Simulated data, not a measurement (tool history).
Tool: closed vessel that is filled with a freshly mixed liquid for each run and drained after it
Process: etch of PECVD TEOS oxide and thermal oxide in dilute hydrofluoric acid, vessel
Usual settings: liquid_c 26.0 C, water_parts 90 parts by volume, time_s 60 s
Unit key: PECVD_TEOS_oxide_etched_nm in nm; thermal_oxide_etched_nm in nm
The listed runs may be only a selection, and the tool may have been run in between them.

run	hour	liquid_c	water_parts	time_s	read-back film thickness of the PECVD TEOS oxide reference wafer, read on the same gauge (nm)	read-back film thickness of the thermal oxide reference wafer, read on the same gauge (nm)	PECVD_TEOS_oxide_etched_nm	thermal_oxide_etched_nm
1	0.0	26.0	90	60	60.12	30.007	9.59	3.360
2	269.1	26.0	65	60	59.95	29.954	13.69	4.790
3	340.5	26.0	65	60	59.89	29.960	13.61	4.803
4	391.6	26.0	90	60	59.84	29.930	9.48	3.312
5	467.5	26.0	90	60	59.81	29.895	9.44	3.325
6	574.2	26.0	90	60	59.74	29.847	9.53	3.351
7	640.8	26.0	90	60	59.66	29.840	9.49	3.348
8	723.5	26.0	90	60	59.56	29.809	9.50	3.300
9	961.0	26.0	90	60	59.39	29.669	9.46	3.307
10	1028.3	22.0	60	60	59.31	29.635	12.48	4.382
11	1121.3	22.0	60	60	59.15	29.594	12.38	4.384
12	1208.3	22.0	60	60	59.08	29.536	12.38	4.353
13	1284.3	26.0	90	60	59.00	29.496	9.44	3.302
14	1337.8	26.0	90	60	58.90	29.436	9.40	3.230
15	1430.3	26.0	90	60	58.74	29.376	9.31	3.289
# hour 1469.8: thermometer replaced
16	1471.2	26.0	45	90	58.73	29.362	29.76	10.487
17	1565.1	26.0	90	60	58.61	29.280	9.29	3.271
18	1609.4	27.5	50	35	58.52	29.265	10.86	3.836
# hour 1616.5: gauge calibrated
19	1693.5	26.0	65	60	59.79	29.887	13.66	4.774
# hour 1700.3: hydrofluoric acid flow meter replaced
20	1821.7	23.0	45	40	59.80	29.871	11.94	4.203
21	1870.4	24.5	90	30	59.76	29.897	4.48	1.558

Run 22, settings as shown, results not yet in. Your forecast:
22	1918.3	26.0	50	60	?	?	?	?

{"run 22": {"read-back film thickness of the PECVD TEOS oxide reference wafer, read on the same gauge (nm)": 59.81, "read-back film thickness of the thermal oxide reference wafer, read on the same gauge (nm)": 29.874, "PECVD_TEOS_oxide_etched_nm": 17.94, "thermal_oxide_etched_nm": 6.375}}
Were there no unlogged condition in the tool, this run, its random variation unchanged, would have produced PECVD_TEOS_oxide_etched_nm 18.02 nm, thermal_oxide_etched_nm 6.401 nm.

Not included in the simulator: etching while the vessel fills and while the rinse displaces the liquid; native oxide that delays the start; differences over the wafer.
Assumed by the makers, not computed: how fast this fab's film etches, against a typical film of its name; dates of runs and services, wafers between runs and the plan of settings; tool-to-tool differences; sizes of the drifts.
